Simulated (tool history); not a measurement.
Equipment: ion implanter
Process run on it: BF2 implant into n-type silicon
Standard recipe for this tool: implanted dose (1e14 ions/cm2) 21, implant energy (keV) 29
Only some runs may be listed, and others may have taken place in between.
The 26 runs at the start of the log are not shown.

run	hour	implanted dose (1e14 ions/cm2)	implant energy (keV)	read-back reference wafer on the same gauge, sheet resistance	sheet resistance of the implanted and annealed layer (ohm/square)
27	1542.9	26.41	19	92	121.58
28	1598.2	21	29	92.02	107.12
29	1654.5	24.34	29	92.02	105.36
30	1689.9	21	29	92	107.27
31	1722.6	21	29	91.94	107.39
32	1760.9	26.87	35.5	91.99	96.08
33	1822.7	17.24	33.5	92.02	105.03
34	1877.3	21	29	91.99	107.55
35	1942.2	21	29	92.01	107.25
36	1975	21	25.5	92.01	112.44
# hour 2022.6: Faraday cup replaced and dose calibrated
37	2026.7	16.25	39	91.97	101.5
38	2083.8	18.9	31.5	91.98	105.79

Forecast each of these 3 alternatives for the next run:
A	2084.2	21	29	?	?
B	2084.2	15.34	29	?	?
C	2084.2	21	38	?	?

run	read-back reference wafer on the same gauge, sheet resistance	sheet resistance of the implanted and annealed layer (ohm/square)
A	92.01	107.04
B	92.01	114.52
C	92.01	95.96
Had the tool no hidden state, the same runs would have come out as:
run	sheet resistance of the implanted and annealed layer (ohm/square)
A	107.08
B	114.55
C	96

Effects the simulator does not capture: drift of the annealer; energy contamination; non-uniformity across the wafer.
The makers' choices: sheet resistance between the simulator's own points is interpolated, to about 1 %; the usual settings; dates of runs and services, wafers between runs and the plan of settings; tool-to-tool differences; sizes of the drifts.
